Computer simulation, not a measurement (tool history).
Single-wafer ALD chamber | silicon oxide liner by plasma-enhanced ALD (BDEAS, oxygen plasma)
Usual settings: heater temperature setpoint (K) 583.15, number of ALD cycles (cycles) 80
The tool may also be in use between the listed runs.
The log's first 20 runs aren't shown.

run    hour  heater temperature setpoint (K)  number of ALD cycles (cycles)  read-back reference wafer on the same gauge, thickness_nm  mean film thickness on the monitor wafer (nm)
 21  1700.5                           583.15                             80                                                      7.100                                          8.280
 22  1874.0                           596.15                             93                                                      7.104                                          9.480
 23  1959.1                           589.15                             87                                                      7.100                                          8.928
 24  2015.5                           583.15                             80                                                      7.101                                          8.253
 25  2101.4                           587.15                             67                                                      7.090                                          6.895
 26  2193.7                           589.15                             93                                                      7.102                                          9.534
 27  2241.8                           568.15                             90                                                      7.099                                          9.584
 28  2295.7                           594.15                             74                                                      7.099                                          7.548
 29  2388.9                           583.15                             93                                                      7.102                                          9.597
 30  2471.8                           583.15                             80                                                      7.098                                          8.303
 31  2552.8                           583.15                             80                                                      7.098                                          8.230
 32  2630.5                           590.15                             90                                                      7.104                                          9.251
 33  2686.9                           583.15                             80                                                      7.095                                          8.278
     2758.1  -- thermocouple changed; heater temperature recalibrated
 34  2775.2                           569.15                             89                                                      7.098                                          9.412
 35  2849.8                           583.15                             76                                                      7.104                                          7.867
 36  2901.6                           570.15                             71                                                      7.102                                          7.470

The next listed run, before its measurement:
 37  2987.5                           568.15                             91                                                          ?                                              ?

Run 37 gave read-back reference wafer on the same gauge, thickness_nm 7.101, mean film thickness on the monitor wafer (nm) 9.657.
Without the tool's hidden state the same run would have given mean film thickness on the monitor wafer (nm) 9.657.

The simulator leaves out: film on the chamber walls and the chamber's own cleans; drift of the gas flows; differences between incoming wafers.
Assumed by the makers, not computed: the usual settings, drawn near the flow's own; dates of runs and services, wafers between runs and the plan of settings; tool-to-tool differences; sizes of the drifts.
